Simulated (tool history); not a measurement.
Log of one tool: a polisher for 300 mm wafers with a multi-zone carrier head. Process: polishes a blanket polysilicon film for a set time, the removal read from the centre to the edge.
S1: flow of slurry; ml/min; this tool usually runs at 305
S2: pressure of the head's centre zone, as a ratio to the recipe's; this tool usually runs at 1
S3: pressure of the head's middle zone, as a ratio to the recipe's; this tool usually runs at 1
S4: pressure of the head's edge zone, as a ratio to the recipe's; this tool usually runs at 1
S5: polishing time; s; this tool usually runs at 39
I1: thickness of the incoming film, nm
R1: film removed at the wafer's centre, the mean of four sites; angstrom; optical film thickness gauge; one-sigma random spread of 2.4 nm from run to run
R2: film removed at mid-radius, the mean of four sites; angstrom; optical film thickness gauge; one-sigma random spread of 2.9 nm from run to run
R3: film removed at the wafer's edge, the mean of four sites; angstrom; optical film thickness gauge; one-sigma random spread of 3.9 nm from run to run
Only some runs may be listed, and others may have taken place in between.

run   hour   S1    S2    S3    S4  S5      I1    R1    R2    R3
  1      0  305     1     1     1  39  1049.2  2865  2568  2551
  2   15.6  305     1     1     1  39  1080.8  2781  2539  2502
      18.3  -- edge zone pressure recalibrated
  3   26.1  305     1  0.94     1  39  1059.5  2774  2394  2525
  4   35.4  305     1     1     1  39  1071.6  2713  2459  2401
  5   43.9  305     1     1     1  39  1051.5  2716  2473  2475
  6   50.2  305     1     1     1  39  1068.1  2676  2437  2384
      56.4  -- worn pad replaced by a new one
  7   63.6  305     1     1     1  39  1051.2  2838  2539  2576
  8   73.6  410  0.91     1     1  39  1077.5  2662  2601  2547
      83.8  -- carrier head's membrane replaced by a new one
      86.7  -- centre zone pressure recalibrated
  9   88.9  305  0.94     1     1  39  1050.5  2323  2477  2471
 10   98.4  390  1.08     1  0.94  33  1074.6  2246  2105  2052
     117.3  -- worn pad replaced by a new one
 11  117.8  275  0.96     1     1  39  1058.4  2472  2560  2583
 12  122.9  355  0.92  1.04  0.89  39  1091.1  2422  2632  2523
     127.4  -- slurry nozzle cleaned
 13  137.4  305     1     1  0.96  47  1071.4  3016  3059  3012
 14  146.2  220     1     1     1  39  1074.3  2410  2455  2493

Predict the results of run 15:
 15  152.5  230   1  0.9   1  39  1061.7   ?   ?   ?

{"run 15": {"R1": 2437, "R2": 2244, "R3": 2447}}
If the tool had no hidden condition, the same run with the same run-to-run variation would have returned R1 2599 angstrom, R2 2362 angstrom, R3 2577 angstrom.
